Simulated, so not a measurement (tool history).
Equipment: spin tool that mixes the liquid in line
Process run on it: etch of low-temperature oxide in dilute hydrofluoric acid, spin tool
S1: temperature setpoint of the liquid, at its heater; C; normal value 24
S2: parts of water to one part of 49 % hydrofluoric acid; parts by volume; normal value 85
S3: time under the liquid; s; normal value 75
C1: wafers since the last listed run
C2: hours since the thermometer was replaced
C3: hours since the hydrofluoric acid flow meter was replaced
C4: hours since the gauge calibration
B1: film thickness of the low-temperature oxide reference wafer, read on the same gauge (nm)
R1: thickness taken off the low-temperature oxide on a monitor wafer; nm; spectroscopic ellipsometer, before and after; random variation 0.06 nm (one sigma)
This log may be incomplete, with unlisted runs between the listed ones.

{"run": 1, "hour": 0.0, "S1": 24, "S2": 85, "S3": 75, "C1": 0, "C2": 2853.1, "C3": 2081.8, "C4": 47.3, "B1": 120.48, "R1": 18.02}
{"run": 2, "hour": 14.9, "S1": 24, "S2": 60, "S3": 75, "C1": 156, "C2": 2868, "C3": 2096.7, "C4": 62.2, "B1": 120.57, "R1": 26.25}
{"run": 3, "hour": 43.6, "S1": 24, "S2": 60, "S3": 75, "C1": 302, "C2": 2896.7, "C3": 2125.4, "C4": 90.9, "B1": 120.72, "R1": 26.36}
{"run": 4, "hour": 75.8, "S1": 24, "S2": 85, "S3": 75, "C1": 339, "C2": 2928.9, "C3": 2157.6, "C4": 123.1, "B1": 120.83, "R1": 17.99}
{"run": 5, "hour": 88.9, "S1": 24, "S2": 85, "S3": 75, "C1": 137, "C2": 2942, "C3": 2170.7, "C4": 136.2, "B1": 120.9, "R1": 17.96}
{"run": 6, "hour": 110.5, "S1": 24, "S2": 85, "S3": 75, "C1": 227, "C2": 2963.6, "C3": 2192.3, "C4": 157.8, "B1": 120.98, "R1": 18.15}
{"run": 7, "hour": 124.6, "S1": 24, "S2": 85, "S3": 75, "C1": 148, "C2": 2977.7, "C3": 2206.4, "C4": 171.9, "B1": 121.05, "R1": 18.03}
{"run": 8, "hour": 153.8, "S1": 24, "S2": 85, "S3": 75, "C1": 307, "C2": 3006.9, "C3": 2235.6, "C4": 201.1, "B1": 121.23, "R1": 18.08}
{"run": 9, "hour": 173.7, "S1": 24, "S2": 85, "S3": 75, "C1": 209, "C2": 3026.8, "C3": 2255.5, "C4": 221, "B1": 121.26, "R1": 18.04}
{"hour": 187.8, "done": "hydrofluoric acid flow meter replaced"}
{"hour": 191.7, "done": "thermometer replaced"}
{"run": 10, "hour": 193.1, "S1": 22, "S2": 85, "S3": 120, "C1": 183, "C2": 1.4, "C3": 5.3, "C4": 240.4, "B1": 121.4, "R1": 26.64}
{"run": 11, "hour": 213.4, "S1": 24, "S2": 60, "S3": 75, "C1": 213, "C2": 21.7, "C3": 25.6, "C4": 260.7, "B1": 121.49, "R1": 26.55}
{"run": 12, "hour": 242.4, "S1": 25.5, "S2": 45, "S3": 120, "C1": 305, "C2": 50.7, "C3": 54.6, "C4": 289.7, "B1": 121.62, "R1": 61.17}
{"hour": 266.9, "done": "gauge calibrated"}
{"run": 13, "hour": 268.0, "S1": 28.5, "S2": 50, "S3": 105, "C1": 269, "C2": 76.3, "C3": 80.2, "C4": 1.1, "B1": 120.03, "R1": 53.8}
{"run": 14, "hour": 294.7, "S1": 27, "S2": 115, "S3": 85, "C1": 281, "C2": 103, "C3": 106.9, "C4": 27.8, "B1": 120.14, "R1": 16.22}
{"run": 15, "hour": 307.8, "S1": 24, "S2": 85, "S3": 75, "C1": 137, "C2": 116.1, "C3": 120, "C4": 40.9, "B1": 120.2, "R1": 17.8}
{"run": 16, "hour": 339.6, "S1": 24, "S2": 110, "S3": 35, "C1": 334, "C2": 147.9, "C3": 151.8, "C4": 72.7, "B1": 120.39, "R1": 6.24}
{"run": 17, "hour": 354.9, "S1": 27, "S2": 85, "S3": 75, "C1": 161, "C2": 163.2, "C3": 167.1, "C4": 88, "B1": 120.48, "R1": 20.24}
{"run": 18, "hour": 376.6, "S1": 27, "S2": 85, "S3": 105, "C1": 228, "C2": 184.9, "C3": 188.8, "C4": 109.7, "B1": 120.54, "R1": 28.11}

Branching from run 18: 4 alternative next runs. What would each branch give?
{"run": "A", "hour": 377.0, "S1": 24, "S2": 85, "S3": 75, "C1": 4, "C2": 185.3, "C3": 189.2, "C4": 110.1, "B1": "?", "R1": "?"}
{"run": "B", "hour": 377.0, "S1": 27, "S2": 85, "S3": 30, "C1": 4, "C2": 185.3, "C3": 189.2, "C4": 110.1, "B1": "?", "R1": "?"}
{"run": "C", "hour": 377.0, "S1": 24, "S2": 95, "S3": 75, "C1": 4, "C2": 185.3, "C3": 189.2, "C4": 110.1, "B1": "?", "R1": "?"}
{"run": "D", "hour": 377.0, "S1": 22, "S2": 85, "S3": 115, "C1": 4, "C2": 185.3, "C3": 189.2, "C4": 110.1, "B1": "?", "R1": "?"}

run=A B1=120.56 R1=18
run=B B1=120.56 R1=8.1
run=C B1=120.56 R1=15.9
run=D B1=120.56 R1=25.45
With no hidden state in the tool, these same runs would have given:
run=A R1=17.91
run=B R1=8.07
run=C R1=15.83
run=D R1=25.33
